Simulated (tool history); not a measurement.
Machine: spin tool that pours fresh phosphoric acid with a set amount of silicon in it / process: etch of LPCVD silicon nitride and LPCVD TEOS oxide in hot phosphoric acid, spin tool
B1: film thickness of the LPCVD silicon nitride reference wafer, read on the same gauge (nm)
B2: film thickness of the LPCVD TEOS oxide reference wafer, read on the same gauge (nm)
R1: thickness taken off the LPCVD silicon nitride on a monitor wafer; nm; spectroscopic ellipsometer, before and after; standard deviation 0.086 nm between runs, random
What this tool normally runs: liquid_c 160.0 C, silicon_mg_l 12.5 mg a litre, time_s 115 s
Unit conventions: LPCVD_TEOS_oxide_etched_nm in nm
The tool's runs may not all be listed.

run 1 hour=0.0 | liquid_c=160.0 silicon_mg_l=12.5 time_s=115 | B1=109.97 B2=40.020 | R1=10.06 LPCVD_TEOS_oxide_etched_nm=0.285
run 2 hour=14.8 | liquid_c=160.0 silicon_mg_l=12.5 time_s=115 | B1=110.03 B2=40.045 | R1=9.99 LPCVD_TEOS_oxide_etched_nm=0.296
run 3 hour=27.3 | liquid_c=160.0 silicon_mg_l=12.5 time_s=115 | B1=110.01 B2=40.028 | R1=9.95 LPCVD_TEOS_oxide_etched_nm=0.331
run 4 hour=38.0 | liquid_c=160.0 silicon_mg_l=12.5 time_s=115 | B1=109.99 B2=39.943 | R1=10.02 LPCVD_TEOS_oxide_etched_nm=0.312
run 5 hour=46.6 | liquid_c=161.5 silicon_mg_l=21.5 time_s=115 | B1=110.00 B2=39.977 | R1=10.40 LPCVD_TEOS_oxide_etched_nm=0.243
run 6 hour=56.8 | liquid_c=161.5 silicon_mg_l=7.0 time_s=55 | B1=110.01 B2=40.037 | R1=5.09 LPCVD_TEOS_oxide_etched_nm=0.173
run 7 hour=66.9 | liquid_c=160.0 silicon_mg_l=12.5 time_s=175 | B1=110.02 B2=40.021 | R1=15.23 LPCVD_TEOS_oxide_etched_nm=0.411
-- hour=68.9 heated supply line repaired
run 8 hour=76.0 | liquid_c=158.0 silicon_mg_l=20.0 time_s=155 | B1=110.02 B2=39.980 | R1=12.65 LPCVD_TEOS_oxide_etched_nm=0.278
run 9 hour=92.5 | liquid_c=160.0 silicon_mg_l=17.0 time_s=85 | B1=110.00 B2=40.001 | R1=7.35 LPCVD_TEOS_oxide_etched_nm=0.194
run 10 hour=98.6 | liquid_c=157.5 silicon_mg_l=15.5 time_s=80 | B1=110.01 B2=39.956 | R1=6.38 LPCVD_TEOS_oxide_etched_nm=0.153
run 11 hour=108.7 | liquid_c=160.0 silicon_mg_l=12.5 time_s=115 | B1=110.02 B2=39.987 | R1=9.94 LPCVD_TEOS_oxide_etched_nm=0.325
run 12 hour=122.8 | liquid_c=158.0 silicon_mg_l=22.5 time_s=180 | B1=109.99 B2=40.001 | R1=14.72 LPCVD_TEOS_oxide_etched_nm=0.331
run 13 hour=131.9 | liquid_c=160.0 silicon_mg_l=20.5 time_s=165 | B1=110.01 B2=39.986 | R1=14.49 LPCVD_TEOS_oxide_etched_nm=0.372
run 14 hour=143.1 | liquid_c=163.0 silicon_mg_l=2.5 time_s=115 | B1=110.00 B2=40.011 | R1=10.93 LPCVD_TEOS_oxide_etched_nm=0.429
run 15 hour=152.7 | liquid_c=159.0 silicon_mg_l=6.5 time_s=175 | B1=109.99 B2=40.018 | R1=14.84 LPCVD_TEOS_oxide_etched_nm=0.471
run 16 hour=167.2 | liquid_c=162.5 silicon_mg_l=20.5 time_s=115 | B1=109.99 B2=40.053 | R1=11.11 LPCVD_TEOS_oxide_etched_nm=0.312
run 17 hour=181.9 | liquid_c=160.0 silicon_mg_l=5.5 time_s=55 | B1=110.00 B2=39.983 | R1=4.72 LPCVD_TEOS_oxide_etched_nm=0.177
run 18 hour=193.8 | liquid_c=158.0 silicon_mg_l=20.0 time_s=155 | B1=110.00 B2=40.056 | R1=12.87 LPCVD_TEOS_oxide_etched_nm=0.303
run 19 hour=205.9 | liquid_c=160.0 silicon_mg_l=3.0 time_s=175 | B1=110.01 B2=39.959 | R1=15.06 LPCVD_TEOS_oxide_etched_nm=0.553
run 20 hour=221.1 | liquid_c=157.5 silicon_mg_l=5.0 time_s=140 | B1=109.96 B2=40.010 | R1=11.20 LPCVD_TEOS_oxide_etched_nm=0.350
run 21 hour=270.4 | liquid_c=158.5 silicon_mg_l=22.0 time_s=115 | B1=110.01 B2=40.018 | R1=9.44 LPCVD_TEOS_oxide_etched_nm=0.221
run 22 hour=279.3 | liquid_c=160.0 silicon_mg_l=12.5 time_s=115 | B1=109.97 B2=39.990 | R1=9.97 LPCVD_TEOS_oxide_etched_nm=0.296

Predict each of these 4 candidate next runs independently; none follows another, all start after run 22:
run A hour=279.7 | liquid_c=160.0 silicon_mg_l=12.5 time_s=180 | B1=? B2=? | R1=? LPCVD_TEOS_oxide_etched_nm=?
run B hour=279.7 | liquid_c=158.0 silicon_mg_l=8.5 time_s=115 | B1=? B2=? | R1=? LPCVD_TEOS_oxide_etched_nm=?
run C hour=279.7 | liquid_c=157.0 silicon_mg_l=22.0 time_s=175 | B1=? B2=? | R1=? LPCVD_TEOS_oxide_etched_nm=?
run D hour=279.7 | liquid_c=160.0 silicon_mg_l=18.0 time_s=115 | B1=? B2=? | R1=? LPCVD_TEOS_oxide_etched_nm=?

run=A B1=110.02 B2=40.005 R1=15.49 LPCVD_TEOS_oxide_etched_nm=0.436
run=B B1=110.02 B2=40.005 R1=9.25 LPCVD_TEOS_oxide_etched_nm=0.263
run=C B1=110.02 B2=40.005 R1=13.61 LPCVD_TEOS_oxide_etched_nm=0.263
run=D B1=110.02 B2=40.005 R1=9.90 LPCVD_TEOS_oxide_etched_nm=0.243
With no hidden state in the tool, these same runs would have given:
run=A R1=15.49 LPCVD_TEOS_oxide_etched_nm=0.436
run=B R1=9.25 LPCVD_TEOS_oxide_etched_nm=0.263
run=C R1=13.61 LPCVD_TEOS_oxide_etched_nm=0.263
run=D R1=9.90 LPCVD_TEOS_oxide_etched_nm=0.243
